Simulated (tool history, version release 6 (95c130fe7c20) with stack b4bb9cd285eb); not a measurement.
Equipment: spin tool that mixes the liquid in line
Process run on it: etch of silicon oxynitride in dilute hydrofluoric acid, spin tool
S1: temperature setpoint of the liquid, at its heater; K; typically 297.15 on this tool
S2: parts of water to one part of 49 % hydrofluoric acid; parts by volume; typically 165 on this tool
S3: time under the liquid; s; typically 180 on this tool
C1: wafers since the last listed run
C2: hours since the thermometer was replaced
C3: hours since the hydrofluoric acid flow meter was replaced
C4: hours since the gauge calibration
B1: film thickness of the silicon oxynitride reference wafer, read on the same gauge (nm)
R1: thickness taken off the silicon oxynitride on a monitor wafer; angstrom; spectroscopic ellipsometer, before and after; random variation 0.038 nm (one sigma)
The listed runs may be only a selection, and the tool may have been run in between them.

run	hour	S1	S2	S3	C1	C2	C3	C4	B1	R1
1	0.0	297.15	165	180	0	355.2	109.7	1255.7	129.977	15.22
2	94.4	297.15	165	180	707	449.6	204.1	1350.1	129.961	15.75
3	185.3	297.15	165	180	681	540.5	295.0	1441.0	129.984	15.15
4	237.2	297.15	165	180	389	592.4	346.9	1492.9	130.019	16.00
5	313.8	297.15	165	180	574	669.0	423.5	1569.5	130.031	15.99
6	416.2	297.15	165	180	767	771.4	525.9	1671.9	129.970	16.64
# hour 546.8: gauge calibrated
7	706.9	297.15	165	180	2179	1062.1	816.6	160.1	129.977	16.90
8	777.8	297.15	165	180	531	1133.0	887.5	231.0	129.963	17.18
9	881.6	297.15	120	260	778	1236.8	991.3	334.8	129.976	35.22
# hour 911.7: hydrofluoric acid flow meter replaced
10	978.4	297.15	165	180	718	1333.6	66.7	431.6	129.983	15.42
11	1077.8	297.15	165	180	745	1433.0	166.1	531.0	129.953	15.80
12	1124.3	297.15	165	180	348	1479.5	212.6	577.5	130.051	15.81
13	1180.5	297.15	165	180	421	1535.7	268.8	633.7	130.012	15.31
14	1229.2	298.65	190	100	365	1584.4	317.5	682.4	130.022	7.99
15	1514.9	297.15	165	180	2142	1870.1	603.2	968.1	130.026	15.86
16	1611.0	297.15	115	235	720	1966.2	699.3	1064.2	129.995	32.84
17	1678.0	297.15	165	150	502	2033.2	766.3	1131.2	129.931	13.72
18	1764.5	297.15	165	180	648	2119.7	852.8	1217.7	130.026	16.67
# hour 1777.9: hydrofluoric acid flow meter replaced
19	1827.5	300.65	190	115	464	2182.7	49.6	1280.7	130.069	9.89
20	1927.4	299.15	240	95	749	2282.6	149.5	1380.6	130.015	6.02
# hour 1953.6: thermometer replaced
21	2000.1	297.15	245	180	537	46.5	222.2	1453.3	130.000	10.08
# hour 2004.0: gauge calibrated
22	2088.3	297.15	165	180	661	134.7	310.4	84.3	130.001	16.15
23	2162.9	294.15	90	255	559	209.3	385.0	158.9	129.952	38.40
24	2328.1	295.65	100	120	1238	374.5	550.2	324.1	130.015	17.78
25	2369.6	294.15	90	255	311	416.0	591.7	365.6	129.957	40.20
26	2452.5	297.15	165	180	621	498.9	674.6	448.5	130.035	16.70
27	2517.9	298.65	110	150	490	564.3	740.0	513.9	130.023	24.11
28	2557.7	297.15	165	180	298	604.1	779.8	553.7	130.024	16.61
29	2629.6	297.15	165	180	539	676.0	851.7	625.6	130.038	17.16
30	2699.7	294.65	230	270	525	746.1	921.8	695.7	129.984	15.63
31	2737.4	297.15	165	135	282	783.8	959.5	733.4	130.023	13.20
# hour 2779.4: hydrofluoric acid flow meter replaced
32	2820.1	299.65	220	180	612	866.5	40.7	816.1	130.001	12.74

Results per run with the tool's hidden condition removed, run-to-run variation unchanged:
What the log doesn't record here: liquid colder than its thermometer reads (K); hydrofluoric acid flow above the setpoint (%); gauge reads high (%).
run	R1
1	14.96
2	15.27
3	14.51
4	15.21
5	15.04
6	15.42
7	15.07
8	15.19
9	30.82
10	15.17
11	15.33
12	15.24
13	14.64
14	7.58
15	14.49
16	29.71
17	12.26
18	14.74
19	9.69
20	5.81
21	9.62
22	15.25
23	36.03
24	16.32
25	36.74
26	15.02
27	21.57
28	14.74
29	15.08
30	13.57
31	11.44
32	12.34
